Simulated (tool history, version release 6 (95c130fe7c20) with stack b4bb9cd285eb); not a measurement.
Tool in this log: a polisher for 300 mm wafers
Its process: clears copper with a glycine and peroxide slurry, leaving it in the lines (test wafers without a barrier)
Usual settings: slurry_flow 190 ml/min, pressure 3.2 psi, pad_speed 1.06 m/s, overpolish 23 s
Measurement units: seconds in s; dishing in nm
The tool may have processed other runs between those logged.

run    hour  slurry_flow  pressure  pad_speed  overpolish  incoming thickness of the incoming film, nm  seconds  dishing
  1       0          190       3.2       1.06          23                                        480.3       93     70.7
  2    59.9          190       3.2       1.06          23                                        482.8       96     68.8
  3      99          190       3.2       1.06          23                                        479.2     93.9     69.9
  4   127.5          190       3.2       1.06          23                                        481.9     94.8     68.9
      162.6  -- worn pad replaced by a new one
  5   184.7          190       3.2       1.06          23                                        472.9     95.4     67.9
  6   238.9          190       3.2       1.06          27                                          471     94.6     77.8
      260.3  -- slurry nozzle cleaned
  7   269.3          190       3.2       1.06          23                                        482.5       87     74.4
  8   337.8          190       3.2       1.06          23                                        476.6     88.2     72.1
  9   374.8          190       3.2       1.06          23                                          481     91.3       71
      393.5  -- worn pad replaced by a new one
 10   431.1          190       3.2       1.06          23                                        477.4     91.1     70.1
 11   479.9          190       3.2       1.06          23                                        474.1     91.9     69.7
 12   545.5          190       3.2       1.06          23                                        477.7     95.2     68.6
 13   580.2          190       3.2       1.06          23                                        484.9     95.5     67.1
      622.7  -- worn pad replaced by a new one
 14     628          190       3.2       1.06          23                                        473.8     95.4     69.6
      679.7  -- slurry nozzle cleaned
 15   680.9          165         4       1.38          14                                        474.2     61.6     65.7
 16   715.3          190       3.2       1.06          23                                        475.2       87       72
 17   740.4          150       2.9       0.72          23                                          471    134.5       52
 18   793.7          240       2.9       0.74          27                                        470.9    120.6     63.6
 19   901.1          190       3.2       1.06          23                                        482.2     94.1     69.3
      911.1  -- worn pad replaced by a new one
      929.3  -- head pressure recalibrated
 20   949.5          150       3.6       0.74          15                                        469.9      125     37.2
 21    1004          140       3.2       1.44          23                                        482.7     82.1     76.5
 22  1052.8          190       3.2       1.06          10                                        472.3     98.4     33.2
 23    1099          210       3.2       1.24          23                                        476.9     83.5     75.2
     1125.6  -- slurry nozzle cleaned
 24  1142.1          190       2.3       1.42          29                                        477.3     83.2     86.4
     1180.8  -- worn pad replaced by a new one
 25  1190.6          190       3.2       1.06          11                                        478.6     89.7     38.9
 26  1249.9          230       3.2       1.06          23                                        483.7     88.4     72.5
 27  1285.6          125       3.2       1.28          29                                        466.3     85.7     83.6

What does the tool deliver on the next run?
 28  1329.1          190       3.2       1.06          23                                        474.5        ?        ?

{"run 28": {"seconds": 92.3, "dishing": 69.2}}
If the tool had no hidden condition, the same run with the same run-to-run variation would have returned seconds 85.3 s, dishing 73.5 nm.
